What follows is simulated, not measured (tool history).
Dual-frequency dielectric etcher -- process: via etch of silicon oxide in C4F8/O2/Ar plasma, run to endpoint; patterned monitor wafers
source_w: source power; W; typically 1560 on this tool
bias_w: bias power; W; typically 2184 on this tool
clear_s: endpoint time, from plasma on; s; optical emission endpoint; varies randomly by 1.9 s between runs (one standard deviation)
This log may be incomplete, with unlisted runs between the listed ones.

run	day	source_w	bias_w	incoming incoming film thickness, nm	clear_s
1	0.000	1560	2184	1362.6	278.0
2	1.758	1560	2184	1358.9	277.3
3	4.792	1560	2184	1371.7	281.6
# day 7.808: upper electrode replaced
4	8.729	1560	2184	1370.6	280.1
5	10.312	1560	2309	1374.4	275.5
6	13.462	1560	2309	1368.0	274.1
# day 17.396: bias power generator calibrated
7	17.579	1560	2309	1354.4	269.3
# day 21.454: source power generator calibrated
8	21.479	1560	2184	1360.5	269.6
9	25.779	1560	2184	1368.7	273.5
# day 27.721: wet clean of the chamber
10	30.117	1390	2184	1376.6	295.8
11	32.217	1290	1860	1373.7	311.0
12	34.008	1880	2023	1366.8	267.2
13	35.538	1880	2023	1359.6	269.1
14	38.583	1560	2184	1377.7	283.7
15	40.446	1710	1989	1375.9	280.1
16	43.008	1710	2184	1362.4	271.6
17	45.688	1870	1827	1351.6	268.9
18	48.712	1370	2184	1374.0	288.4
19	50.338	1560	2184	1373.8	282.0
20	54.675	1200	2603	1375.1	287.5
21	56.425	1250	1887	1363.4	298.2
22	59.654	1560	2184	1365.5	273.8
# day 65.196: wet clean of the chamber
23	69.338	1680	2560	1358.2	261.9
24	70.979	1560	2184	1362.2	281.2
25	74.067	1370	1747	1363.8	299.8
26	78.167	1560	2184	1353.9	271.9
27	81.121	1560	2184	1362.2	274.5
28	83.717	1230	2184	1364.6	294.8
29	87.692	1560	2184	1368.1	273.2
30	90.646	1810	2442	1366.6	256.9
# day 94.388: upper electrode replaced
31	94.408	1560	2184	1371.6	272.6
# day 97.662: wet clean of the chamber
32	105.000	1560	2184	1367.8	282.2
33	111.338	1170	1815	1367.9	315.6
34	115.733	1830	1838	1361.6	274.8

Hidden state or all else? Some run-to-run changes of clear_s, split into what the settings, what came in and random variation would give without the hidden state, and what is left for the hidden state (with any gauge scatter that isn't in both results):
Unlogged tool condition in this case: etch rate over this chamber's usual, %; source power that arrives over what is set, %; bias power that arrives over what is set, %.
Run 9 -> 10: source_w 1560 -> 1390, wet clean of the chamber. clear_s +22.3 s: hidden state +13.6, all else +8.7.
Run 11 -> 12: source_w 1290 -> 1880, bias_w 1860 -> 2023. clear_s -43.8 s: hidden state -0.6, all else -43.2.
Run 22 -> 23: source_w 1560 -> 1680, bias_w 2184 -> 2560, wet clean of the chamber. clear_s -11.9 s: hidden state +8.3, all else -20.2.
Run 31 -> 32: wet clean of the chamber. clear_s +9.6 s: hidden state +12.9, all else -3.3.
Run 32 -> 33: source_w 1560 -> 1170, bias_w 2184 -> 1815. clear_s +33.4 s: hidden state -3.0, all else +36.4.
Run 33 -> 34: source_w 1170 -> 1830, bias_w 1815 -> 1838. clear_s -40.8 s: hidden state -1.3, all else -39.5.

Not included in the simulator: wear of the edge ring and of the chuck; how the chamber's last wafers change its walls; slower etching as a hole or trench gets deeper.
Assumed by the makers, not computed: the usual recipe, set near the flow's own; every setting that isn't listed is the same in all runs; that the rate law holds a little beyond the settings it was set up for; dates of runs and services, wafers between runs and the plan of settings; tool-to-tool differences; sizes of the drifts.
